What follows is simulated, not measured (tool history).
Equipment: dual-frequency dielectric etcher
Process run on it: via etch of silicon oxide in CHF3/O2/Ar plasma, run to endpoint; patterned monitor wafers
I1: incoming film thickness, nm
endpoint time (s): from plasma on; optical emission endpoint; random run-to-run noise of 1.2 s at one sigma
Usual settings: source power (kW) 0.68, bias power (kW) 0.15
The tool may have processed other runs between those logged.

run 1 hour=0 | source_power_(kW)=0.68 bias_power_(kW)=0.15 | I1=750.9 | endpoint_time_(s)=391.6
run 2 hour=62.2 | source_power_(kW)=0.68 bias_power_(kW)=0.15 | I1=747.3 | endpoint_time_(s)=389.7
run 3 hour=120.5 | source_power_(kW)=0.68 bias_power_(kW)=0.15 | I1=750.6 | endpoint_time_(s)=392.9
run 4 hour=160 | source_power_(kW)=0.68 bias_power_(kW)=0.15 | I1=749.4 | endpoint_time_(s)=394.1
run 5 hour=197.7 | source_power_(kW)=0.68 bias_power_(kW)=0.15 | I1=741.2 | endpoint_time_(s)=391.7
run 6 hour=240.2 | source_power_(kW)=0.68 bias_power_(kW)=0.121 | I1=752.7 | endpoint_time_(s)=425.3
-- hour=266.8 upper electrode replaced
-- hour=271.7 source power generator calibrated
run 7 hour=298.9 | source_power_(kW)=0.68 bias_power_(kW)=0.121 | I1=743.2 | endpoint_time_(s)=421.6
run 8 hour=348 | source_power_(kW)=0.68 bias_power_(kW)=0.15 | I1=754.7 | endpoint_time_(s)=402.1
-- hour=369.8 bias power generator calibrated
run 9 hour=373.8 | source_power_(kW)=0.84 bias_power_(kW)=0.15 | I1=750.5 | endpoint_time_(s)=361.4
run 10 hour=410.3 | source_power_(kW)=0.68 bias_power_(kW)=0.15 | I1=746.7 | endpoint_time_(s)=399.4
-- hour=466.3 wet clean of the chamber
run 11 hour=469.6 | source_power_(kW)=0.68 bias_power_(kW)=0.121 | I1=743.3 | endpoint_time_(s)=413.2
run 12 hour=501.7 | source_power_(kW)=0.76 bias_power_(kW)=0.119 | I1=752.3 | endpoint_time_(s)=396.2
run 13 hour=564.4 | source_power_(kW)=0.59 bias_power_(kW)=0.163 | I1=755.7 | endpoint_time_(s)=412.4
run 14 hour=605.8 | source_power_(kW)=0.68 bias_power_(kW)=0.174 | I1=744.8 | endpoint_time_(s)=370.6
run 15 hour=645.1 | source_power_(kW)=0.8 bias_power_(kW)=0.175 | I1=746.6 | endpoint_time_(s)=344.4

3 options for the next run, each taken on its own from the tool as it stands now. Forecast them:
run A hour=645.6 | source_power_(kW)=0.68 bias_power_(kW)=0.115 | I1=744.4 | endpoint_time_(s)=?
run B hour=645.6 | source_power_(kW)=0.58 bias_power_(kW)=0.116 | I1=744.4 | endpoint_time_(s)=?
run C hour=645.6 | source_power_(kW)=0.74 bias_power_(kW)=0.122 | I1=744.4 | endpoint_time_(s)=?

run=A endpoint_time_(s)=421.8
run=B endpoint_time_(s)=457
run=C endpoint_time_(s)=397.3
Without the tool's unlogged condition, the same runs would have read:
run=A endpoint_time_(s)=416.5
run=B endpoint_time_(s)=451.2
run=C endpoint_time_(s)=392.3
